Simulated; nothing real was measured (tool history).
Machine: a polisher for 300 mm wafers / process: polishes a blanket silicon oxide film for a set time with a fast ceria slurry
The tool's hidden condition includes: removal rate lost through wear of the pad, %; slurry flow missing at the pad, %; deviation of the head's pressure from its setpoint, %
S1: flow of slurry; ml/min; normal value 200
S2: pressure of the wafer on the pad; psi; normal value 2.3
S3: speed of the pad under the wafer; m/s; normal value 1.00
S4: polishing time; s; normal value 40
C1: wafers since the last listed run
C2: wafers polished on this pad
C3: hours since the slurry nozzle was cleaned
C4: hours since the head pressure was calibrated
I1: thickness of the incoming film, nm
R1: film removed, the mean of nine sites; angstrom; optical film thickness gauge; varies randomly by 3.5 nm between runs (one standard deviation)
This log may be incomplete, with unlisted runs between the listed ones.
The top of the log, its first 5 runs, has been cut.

run    hour   S1   S2    S3  S4    C1    C2     C3      C4      I1    R1
  6   198.7  200  2.3  1.00  40   886  4479  800.3   424.3  3696.1  4980
  7   224.3  200  2.3  1.00  40   343  4822  825.9   449.9  3764.0  5009
  8   289.7  200  2.3  1.00  40   876  5699  891.3   515.3  3700.8  4999
      322.4  -- worn pad replaced by a new one
      334.2  -- slurry nozzle cleaned
  9   349.0  200  2.3  1.00  40   727   343   14.8   574.6  3716.8  5014
 10   411.8  200  2.3  1.00  40   841  1185   77.6   637.4  3791.2  4972
 11   448.5  200  2.3  1.00  40   492  1677  114.3   674.1  3749.7  4977
 12   475.7  200  2.3  1.00  40   364  2041  141.5   701.3  3677.3  4936
 13   535.2  200  2.6  1.00  40   797  2839  201.0   760.8  3708.4  5554
 14   601.4  200  2.6  1.00  40   887  3727  267.2   827.0  3799.9  5465
 15   640.7  200  2.3  1.00  40   526  4253  306.5   866.3  3701.8  4921
 16   678.4  235  1.8  1.30  31   505  4759  344.2   904.0  3774.2  3923
      704.5  -- worn pad replaced by a new one, of another model than before
 17   706.1  200  2.3  1.00  40   317    21  371.9   931.7  3730.6  4944
 18   735.8  200  2.3  1.00  40   398   420  401.6   961.4  3743.8  4907
 19   774.0  200  2.3  1.34  40   512   932  439.8   999.6  3770.8  5749
 20   822.8  200  2.3  1.00  40   654  1586  488.6  1048.4  3757.3  4952
      889.3  -- head pressure recalibrated
 21   889.8  150  3.0  1.20  34   871  2457  555.6     0.5  3737.6  5366
 22   944.6  260  2.3  1.00  40   734  3192  610.4    55.3  3669.5  5150
 23   971.8  200  2.3  1.00  40   364  3557  637.6    82.5  3779.9  5034
 24  1005.0  200  2.3  1.00  29   445  4002  670.8   115.7  3735.3  3666
 25  1037.9  265  2.3  0.70  40   441  4443  703.7   148.6  3735.5  4396
     1109.0  -- worn pad replaced by a new one
 26  1183.2  240  2.3  1.12  32  1894   994  849.0   293.9  3762.1  4377
 27  1216.5  175  2.3  1.00  46   446  1441  882.3   327.2  3758.0  5649
     1257.0  -- slurry nozzle cleaned
 28  1287.6  200  2.3  1.20  40   939  2380   30.6   398.3  3728.9  5474

Run 29 has not been measured yet. What should we expect?
 29  1336.1  220  2.3  0.68  33  650  3031  79.1  446.8  3722.1   ?

Run 29 produced R1 3503 angstrom.
Take away the tool's hidden state, keep the run-to-run variation as it was, and the same run would have given R1 3526 angstrom.

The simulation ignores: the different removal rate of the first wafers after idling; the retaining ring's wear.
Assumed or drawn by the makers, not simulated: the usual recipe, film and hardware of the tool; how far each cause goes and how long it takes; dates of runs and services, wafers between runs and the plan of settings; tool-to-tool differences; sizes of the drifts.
